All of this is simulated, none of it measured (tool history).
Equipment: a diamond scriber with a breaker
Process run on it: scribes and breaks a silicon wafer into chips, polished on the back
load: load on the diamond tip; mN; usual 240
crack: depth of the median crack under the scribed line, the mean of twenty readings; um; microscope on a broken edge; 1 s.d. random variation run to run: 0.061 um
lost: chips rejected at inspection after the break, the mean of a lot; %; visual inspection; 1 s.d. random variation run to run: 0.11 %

| run | day | load | wafers since the last listed run | hours since the diamond tip was replaced | hours since the load on the tip was calibrated | incoming depth of the damage left on the back of the incoming wafer, um | crack | lost |
|---|---|---|---|---|---|---|---|---|
| 1 | 0 | 257 | 0 | 56.7 | 1008.8 | 0.04 | 10.47 | 1.71 |
| 2 | 0.771 | 257 | 44 | 75.2 | 1027.3 | 0.03 | 10.48 | 1.67 |
| 3 | 1.625 | 190 | 49 | 95.7 | 1047.8 | 0.03 | 9.32 | 2.25 |
| 4 | 2.846 | 222 | 71 | 125 | 1077.1 | 0.05 | 9.83 | 1.69 |
| 5 | 5.279 | 289 | 141 | 183.4 | 1135.5 | 0.04 | 10.94 | 2.53 |
| 6 | 6.396 | 289 | 64 | 210.2 | 1162.3 | 0.02 | 10.84 | 2.6 |
| 7 | 7.438 | 207 | 60 | 235.2 | 1187.3 | 0.02 | 9.54 | 1.78 |
| 8 | 8.829 | 207 | 80 | 268.6 | 1220.7 | 0.02 | 9.6 | 1.71 |
| 9 | 10.054 | 207 | 71 | 298 | 1250.1 | 0.02 | 9.44 | 1.93 |
| 10 | 13.829 | 273 | 219 | 388.6 | 1340.7 | 0.04 | 10.68 | 2.15 |
| 11 | 14.65 | 273 | 47 | 408.3 | 1360.4 | 0.04 | 10.8 | 1.93 |
|  | 15.117 | load on the tip recalibrated |
| 12 | 15.192 | 273 | 26 | 421.3 | 1.8 | 0.01 | 10.3 | 1.55 |
|  | 15.304 | diamond tip replaced by a new one |
| 13 | 15.779 | 186 | 29 | 11.4 | 15.9 | 0.03 | 9.11 | 2.42 |

Predict the results of run 14:
| 14 | 16.779 | 208 | 58 | 35.4 | 39.9 | 0.03 | ? | ? |

crack: 9.5 um
lost: 2.3 %
If the tool had no hidden condition, the same run with the same run-to-run variation would have returned crack 9.59 um, lost 2.13 %.
